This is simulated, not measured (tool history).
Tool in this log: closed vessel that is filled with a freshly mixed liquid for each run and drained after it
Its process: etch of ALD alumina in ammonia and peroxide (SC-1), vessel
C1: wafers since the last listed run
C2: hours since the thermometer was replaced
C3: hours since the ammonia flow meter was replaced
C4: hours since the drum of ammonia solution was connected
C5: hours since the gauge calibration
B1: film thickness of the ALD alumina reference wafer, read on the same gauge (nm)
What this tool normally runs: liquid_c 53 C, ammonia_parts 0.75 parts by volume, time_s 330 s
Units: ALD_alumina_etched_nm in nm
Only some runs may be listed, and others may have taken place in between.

run 1 hour=0 | liquid_c=53 ammonia_parts=0.45 time_s=460 | C1=0 C2=2848.7 C3=1542.9 C4=166.7 C5=147.8 | B1=119.97 | ALD_alumina_etched_nm=31.01
run 2 hour=15.9 | liquid_c=53 ammonia_parts=0.45 time_s=460 | C1=888 C2=2864.6 C3=1558.8 C4=182.6 C5=163.7 | B1=119.97 | ALD_alumina_etched_nm=31
run 3 hour=26.5 | liquid_c=53 ammonia_parts=0.65 time_s=330 | C1=592 C2=2875.2 C3=1569.4 C4=193.2 C5=174.3 | B1=120.01 | ALD_alumina_etched_nm=22.96
run 4 hour=37.1 | liquid_c=53 ammonia_parts=0.65 time_s=330 | C1=592 C2=2885.8 C3=1580 C4=203.8 C5=184.9 | B1=119.98 | ALD_alumina_etched_nm=22.97
run 5 hour=64.7 | liquid_c=53 ammonia_parts=0.75 time_s=330 | C1=1542 C2=2913.4 C3=1607.6 C4=231.4 C5=212.5 | B1=120.02 | ALD_alumina_etched_nm=23.34
run 6 hour=79.2 | liquid_c=53 ammonia_parts=0.75 time_s=330 | C1=810 C2=2927.9 C3=1622.1 C4=245.9 C5=227 | B1=120.02 | ALD_alumina_etched_nm=23.2
run 7 hour=93.3 | liquid_c=53 ammonia_parts=0.6 time_s=330 | C1=787 C2=2942 C3=1636.2 C4=260 C5=241.1 | B1=120.01 | ALD_alumina_etched_nm=22.68
run 8 hour=103.3 | liquid_c=53 ammonia_parts=0.6 time_s=330 | C1=558 C2=2952 C3=1646.2 C4=270 C5=251.1 | B1=120.03 | ALD_alumina_etched_nm=22.75
run 9 hour=110.7 | liquid_c=53 ammonia_parts=0.6 time_s=330 | C1=413 C2=2959.4 C3=1653.6 C4=277.4 C5=258.5 | B1=120.02 | ALD_alumina_etched_nm=22.77
-- hour=119.3 new drum of ammonia solution connected
run 10 hour=125.4 | liquid_c=53 ammonia_parts=0.75 time_s=330 | C1=765 C2=2974.1 C3=1668.3 C4=6.1 C5=273.2 | B1=120.01 | ALD_alumina_etched_nm=23.21
-- hour=132.8 ammonia flow meter replaced
run 11 hour=139.9 | liquid_c=53 ammonia_parts=0.75 time_s=330 | C1=754 C2=2988.6 C3=7.1 C4=20.6 C5=287.7 | B1=120 | ALD_alumina_etched_nm=23.2
run 12 hour=155.5 | liquid_c=53 ammonia_parts=0.75 time_s=330 | C1=871 C2=3004.2 C3=22.7 C4=36.2 C5=303.3 | B1=120 | ALD_alumina_etched_nm=23.34
run 13 hour=170.3 | liquid_c=53 ammonia_parts=1.15 time_s=520 | C1=826 C2=3019 C3=37.5 C4=51 C5=318.1 | B1=120.01 | ALD_alumina_etched_nm=38.21
run 14 hour=184.7 | liquid_c=53 ammonia_parts=0.75 time_s=405 | C1=804 C2=3033.4 C3=51.9 C4=65.4 C5=332.5 | B1=120.01 | ALD_alumina_etched_nm=28.46
run 15 hour=192 | liquid_c=44.5 ammonia_parts=0.75 time_s=390 | C1=407 C2=3040.7 C3=59.2 C4=72.7 C5=339.8 | B1=119.97 | ALD_alumina_etched_nm=16.99
run 16 hour=199 | liquid_c=60.5 ammonia_parts=0.75 time_s=330 | C1=391 C2=3047.7 C3=66.2 C4=79.7 C5=346.8 | B1=120 | ALD_alumina_etched_nm=34.64
-- hour=206 thermometer replaced
run 17 hour=209.1 | liquid_c=62 ammonia_parts=1.05 time_s=330 | C1=508 C2=3.1 C3=76.3 C4=89.8 C5=356.9 | B1=120.01 | ALD_alumina_etched_nm=35.95
-- hour=216.6 gauge calibrated
run 18 hour=226 | liquid_c=57 ammonia_parts=0.9 time_s=330 | C1=944 C2=20 C3=93.2 C4=106.7 C5=9.4 | B1=120 | ALD_alumina_etched_nm=27.38
run 19 hour=238.8 | liquid_c=48.5 ammonia_parts=0.4 time_s=515 | C1=715 C2=32.8 C3=106 C4=119.5 C5=22.2 | B1=120 | ALD_alumina_etched_nm=24.43
run 20 hour=262.1 | liquid_c=53 ammonia_parts=0.75 time_s=330 | C1=1301 C2=56.1 C3=129.3 C4=142.8 C5=45.5 | B1=119.99 | ALD_alumina_etched_nm=21.65
run 21 hour=269.2 | liquid_c=56.5 ammonia_parts=0.75 time_s=420 | C1=396 C2=63.2 C3=136.4 C4=149.9 C5=52.6 | B1=120.01 | ALD_alumina_etched_nm=33.25
run 22 hour=278.2 | liquid_c=50.5 ammonia_parts=0.35 time_s=250 | C1=502 C2=72.2 C3=145.4 C4=158.9 C5=61.6 | B1=120.02 | ALD_alumina_etched_nm=13.15
run 23 hour=286.5 | liquid_c=53 ammonia_parts=0.75 time_s=330 | C1=463 C2=80.5 C3=153.7 C4=167.2 C5=69.9 | B1=119.99 | ALD_alumina_etched_nm=21.49
-- hour=296.4 thermometer replaced, repeated, since the last time left the tool worse
run 24 hour=296.9 | liquid_c=56.5 ammonia_parts=0.5 time_s=400 | C1=525 C2=0.5 C3=164.1 C4=177.6 C5=80.3 | B1=120.01 | ALD_alumina_etched_nm=35.42
run 25 hour=312.5 | liquid_c=53 ammonia_parts=0.75 time_s=330 | C1=871 C2=16.1 C3=179.7 C4=193.2 C5=95.9 | B1=120.02 | ALD_alumina_etched_nm=25
run 26 hour=327.4 | liquid_c=56 ammonia_parts=0.75 time_s=330 | C1=832 C2=31 C3=194.6 C4=208.1 C5=110.8 | B1=120.03 | ALD_alumina_etched_nm=29.75
run 27 hour=344.4 | liquid_c=53 ammonia_parts=0.75 time_s=330 | C1=949 C2=48 C3=211.6 C4=225.1 C5=127.8 | B1=119.99 | ALD_alumina_etched_nm=25.18
run 28 hour=353.1 | liquid_c=53 ammonia_parts=0.5 time_s=330 | C1=486 C2=56.7 C3=220.3 C4=233.8 C5=136.5 | B1=120.02 | ALD_alumina_etched_nm=24.15

5 ways to go on from here, each from the tool as it stands after run 28. What would each give?
run A hour=353.8 | liquid_c=43.5 ammonia_parts=0.75 time_s=330 | C1=39 C2=57.4 C3=221 C4=234.5 C5=137.2 | B1=? | ALD_alumina_etched_nm=?
run B hour=353.8 | liquid_c=58.5 ammonia_parts=0.75 time_s=330 | C1=39 C2=57.4 C3=221 C4=234.5 C5=137.2 | B1=? | ALD_alumina_etched_nm=?
run C hour=353.8 | liquid_c=48 ammonia_parts=0.75 time_s=330 | C1=39 C2=57.4 C3=221 C4=234.5 C5=137.2 | B1=? | ALD_alumina_etched_nm=?
run D hour=353.8 | liquid_c=49 ammonia_parts=0.75 time_s=250 | C1=39 C2=57.4 C3=221 C4=234.5 C5=137.2 | B1=? | ALD_alumina_etched_nm=?
run E hour=353.8 | liquid_c=48 ammonia_parts=1 time_s=245 | C1=39 C2=57.4 C3=221 C4=234.5 C5=137.2 | B1=? | ALD_alumina_etched_nm=?

run=A B1=119.99 ALD_alumina_etched_nm=14.75
run=B B1=119.99 ALD_alumina_etched_nm=33.53
run=C B1=119.99 ALD_alumina_etched_nm=19.04
run=D B1=119.99 ALD_alumina_etched_nm=15.25
run=E B1=119.99 ALD_alumina_etched_nm=14.53
The same runs, with their run-to-run variation unchanged, on a tool lacking any hidden condition would have given:
run=A ALD_alumina_etched_nm=15.03
run=B ALD_alumina_etched_nm=34.11
run=C ALD_alumina_etched_nm=19.4
run=D ALD_alumina_etched_nm=15.53
run=E ALD_alumina_etched_nm=14.8
